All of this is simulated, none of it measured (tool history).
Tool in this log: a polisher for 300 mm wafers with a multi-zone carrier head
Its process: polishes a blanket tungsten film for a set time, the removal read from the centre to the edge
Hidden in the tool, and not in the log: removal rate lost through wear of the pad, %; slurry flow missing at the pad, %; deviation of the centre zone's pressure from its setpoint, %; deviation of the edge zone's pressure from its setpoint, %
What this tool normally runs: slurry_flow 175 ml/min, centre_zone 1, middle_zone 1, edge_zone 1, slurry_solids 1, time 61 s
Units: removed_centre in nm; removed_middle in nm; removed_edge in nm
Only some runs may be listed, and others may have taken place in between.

run,hour,slurry_flow,centre_zone,middle_zone,edge_zone,slurry_solids,time,wafers since the last listed run,wafers polished on this pad,hours since the slurry nozzle was cleaned,hours since the centre zone pressure was calibrated,hours since the edge zone pressure was calibrated,hours since the carrier head's membrane was replaced,"incoming thickness of the incoming film, nm",removed_centre,removed_middle,removed_edge
1,0,175,0.92,1,1,1,56,0,8699,521.9,735.7,208.9,958.1,1497.1,300.4,326.8,322.6
# hour 8.1: worn pad replaced by a new one
2,42.4,175,1,1,1,1,61,591,528,564.3,778.1,251.3,1000.5,1533.6,374.6,381.6,368.2
# hour 127.9: carrier head's membrane replaced by a new one, of another model than before
3,138.8,175,1,1,1,1,61,1407,1936,660.7,874.5,347.7,10.9,1526.8,371.8,370.9,363.1
4,230.4,175,1,1,1,1,61,1410,3346,752.3,966.1,439.3,102.5,1515.2,371.2,357,358.3
# hour 268.6: slurry nozzle cleaned
5,483.4,175,1,1,1,1,61,3879,7226,214.8,1219.1,692.3,355.5,1494.2,361.1,360.3,350.7
# hour 565.8: edge zone pressure recalibrated
# hour 569.3: worn pad replaced by a new one
6,583.3,175,1,1,1,0.9,61,1452,215,314.7,1319,17.5,455.4,1522.3,370.7,372,357.6
7,667.1,175,1,1,1,1,61,1290,1505,398.5,1402.8,101.3,539.2,1503.9,377.4,373.8,368.4
# hour 684.6: centre zone pressure recalibrated
8,733.9,175,1,1,1,1,78,997,2503,465.3,49.3,168.1,606,1516.6,476.4,465.4,466.9
9,809.4,175,1,1,0.91,1,61,1162,3665,540.8,124.8,243.6,681.5,1532.6,369.3,363.9,354.4
10,968.9,175,1,1,1,1,61,2455,6121,700.3,284.3,403.1,841,1515.9,364.8,366.6,362.7
# hour 1004: slurry nozzle cleaned
11,1068.7,175,1,1,1,1.25,61,1521,7642,64.7,384.1,502.9,940.8,1542.4,377,372.9,370.3
# hour 1129.3: worn pad replaced by a new one
12,1157.5,175,0.91,1,1.05,1,81,1305,434,153.5,472.9,591.7,1029.6,1505.9,433,501,497.4
13,1206.1,175,1,1,1,1,61,748,1182,202.1,521.5,640.3,1078.2,1529.8,373.1,370.2,368.6
14,1247.8,175,1,1.11,1,1,61,642,1824,243.8,563.2,682,1119.9,1519,369.2,388.1,363.1
# hour 1278.4: carrier head's membrane replaced by a new one
# hour 1452: edge zone pressure recalibrated
15,1489.1,200,1,1,1,1.2,68,3607,5431,485.1,804.5,37.1,210.7,1508.5,426,416.4,423.3
16,1596.4,175,0.97,0.97,1,0.85,47,1652,7083,592.4,911.8,144.4,318,1489.7,258.6,260.7,267.2
17,1634.2,175,0.94,1,1,1,61,581,7665,630.2,949.6,182.2,355.8,1515.5,328.1,351.4,355.5
18,1719.1,140,1.06,0.9,1,0.9,61,1307,8973,715.1,1034.5,267.1,440.7,1540.4,355.9,312.2,328.8
# hour 1729: worn pad replaced by a new one
19,1781,175,1,1.12,1,1,61,891,800,777,1096.4,329,502.6,1512.3,373.2,395.4,363.1
# hour 1844.7: slurry nozzle cleaned
20,1854.4,120,1,1,1,1,61,1114,1915,9.7,1169.8,402.4,576,1512.9,342.2,337,345.9
21,1913.8,175,1,1,1,1,61,914,2830,69.1,1229.2,461.8,635.4,1541.1,369.4,366.7,367.5

4 ways to go on from here, each from the tool as it stands after run 21. What would each give?
A,1914.2,195,1,1,1,1,61,6,2836,69.5,1229.6,462.2,635.8,1550.9,?,?,?
B,1914.2,175,1,1,1,1,72,6,2836,69.5,1229.6,462.2,635.8,1550.9,?,?,?
C,1914.2,175,1,1,1.12,1.25,67,6,2836,69.5,1229.6,462.2,635.8,1550.9,?,?,?
D,1914.2,135,1,1,1,1,74,6,2836,69.5,1229.6,462.2,635.8,1550.9,?,?,?

run,removed_centre,removed_middle,removed_edge
A,376.2,370.8,364.6
B,435.4,430,424.9
C,424.1,418.8,428.6
D,422.4,420,421
Without the tool's unlogged condition, the same runs would have read:
run,removed_centre,removed_middle,removed_edge
A,385.6,380,373.7
B,446.3,440.8,435.5
C,434.7,429.2,439.3
D,432.9,430.5,431.5
